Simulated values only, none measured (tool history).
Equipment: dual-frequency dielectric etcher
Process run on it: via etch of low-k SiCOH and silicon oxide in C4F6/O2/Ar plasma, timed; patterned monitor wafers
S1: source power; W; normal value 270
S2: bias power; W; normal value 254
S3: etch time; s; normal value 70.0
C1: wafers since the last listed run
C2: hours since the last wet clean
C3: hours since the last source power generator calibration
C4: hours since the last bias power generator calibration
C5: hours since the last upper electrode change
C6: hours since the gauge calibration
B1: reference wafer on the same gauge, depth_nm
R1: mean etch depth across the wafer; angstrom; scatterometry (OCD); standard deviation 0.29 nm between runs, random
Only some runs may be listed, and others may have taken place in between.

run   hour   S1   S2    S3   C1     C2      C3      C4      C5     C6     B1    R1
  1    0.0  290  254  70.0    0  438.6  4129.8  2268.4  3005.8  220.0  203.0  1922
  2   26.2  270  215  70.0  360  464.8  4156.0  2294.6  3032.0  246.2  202.9  1807
  3   47.2  270  215  70.0  288  485.8  4177.0  2315.6  3053.0  267.2  203.1  1803
  4   70.8  270  215  70.0  324  509.4  4200.6  2339.2  3076.6  290.8  202.9  1802
  5   85.2  270  254  70.0  197  523.8  4215.0  2353.6  3091.0  305.2  203.0  1881
  6   99.3  270  254  70.0  193  537.9  4229.1  2367.7  3105.1  319.3  203.1  1884
     104.4  -- bias power generator calibrated
  7  132.9  270  254  70.0  406  571.5  4262.7    28.5  3138.7  352.9  203.0  1916
     184.8  -- wet clean of the chamber
     191.0  -- gauge calibrated
     192.4  -- upper electrode replaced
  8  192.9  270  254  70.0  389    8.1  4322.7    88.5     0.5    1.9  203.0  1926
  9  193.3  270  254  70.0    5    8.5  4323.1    88.9     0.9    2.3  203.0  1925
 10  195.3  270  254  70.0   27   10.5  4325.1    90.9     2.9    4.3  202.9  1932
     207.6  -- source power generator calibrated
 11  223.7  270  254  70.0  335   38.9    16.1   119.3    31.3   32.7  203.0  1928
 12  242.4  270  254  70.0  257   57.6    34.8   138.0    50.0   51.4  203.0  1927
 13  265.4  240  254  83.5  316   80.6    57.8   161.0    73.0   74.4  203.1  2231
 14  288.1  290  308  79.0  312  103.3    80.5   183.7    95.7   97.1  203.0  2335
 15  301.4  250  254  70.0  182  116.6    93.8   197.0   109.0  110.4  203.1  1886
 16  328.4  270  254  70.0  371  143.6   120.8   224.0   136.0  137.4  203.0  1917
 17  352.0  270  308  87.5  324  167.2   144.4   247.6   159.6  161.0  202.9  2538
 18  375.8  270  254  70.0  327  191.0   168.2   271.4   183.4  184.8  203.0  1914
 19  395.2  270  210  82.5  266  210.4   187.6   290.8   202.8  204.2  202.9  2149
 20  417.3  340  254  81.0  303  232.5   209.7   312.9   224.9  226.3  203.1  2355
 21  442.1  250  254  85.0  340  257.3   234.5   337.7   249.7  251.1  203.0  2277
 22  462.3  270  283  58.0  277  277.5   254.7   357.9   269.9  271.3  202.9  1636
 23  485.9  270  254  70.0  324  301.1   278.3   381.5   293.5  294.9  203.1  1915
 24  506.3  200  230  62.0  280  321.5   298.7   401.9   313.9  315.3  203.0  1539
 25  534.3  240  223  58.5  384  349.5   326.7   429.9   341.9  343.3  203.0  1500
 26  558.1  330  231  75.5  327  373.3   350.5   453.7   365.7  367.1  203.0  2117
 27  577.0  250  295  70.0  259  392.2   369.4   472.6   384.6  386.0  203.0  1953
 28  600.3  270  254  70.0  320  415.5   392.7   495.9   407.9  409.3  203.1  1917
     607.2  -- gauge calibrated
 29  624.6  330  213  82.5  334  439.8   417.0   520.2   432.2   17.4  203.0  2270

A few steps of R1 between consecutive runs. Split each: what settings, incoming material and random variation would produce without the hidden state, and what is left over for the hidden state, along with gauge scatter present in only one of the two compared results (measured, and without hidden state):
Hidden conditions of the tool in this case: etch rate over this chamber's usual, %; source power that arrives over what is set, %; bias power that arrives over what is set, %; gauge reads high (%).
Run 6 -> 7: bias power generator calibrated. R1 +32 angstrom: hidden state +32, all else +0.
Run 7 -> 8: wet clean of the chamber, gauge calibrated, upper electrode replaced. R1 +10 angstrom: hidden state +13, all else -3.
Run 17 -> 18: S2 308 -> 254, S3 87.5 -> 70.0. R1 -624 angstrom: hidden state +0, all else -624.
Run 21 -> 22: S1 250 -> 270, S2 254 -> 283, S3 85.0 -> 58.0. R1 -641 angstrom: hidden state +2, all else -643.

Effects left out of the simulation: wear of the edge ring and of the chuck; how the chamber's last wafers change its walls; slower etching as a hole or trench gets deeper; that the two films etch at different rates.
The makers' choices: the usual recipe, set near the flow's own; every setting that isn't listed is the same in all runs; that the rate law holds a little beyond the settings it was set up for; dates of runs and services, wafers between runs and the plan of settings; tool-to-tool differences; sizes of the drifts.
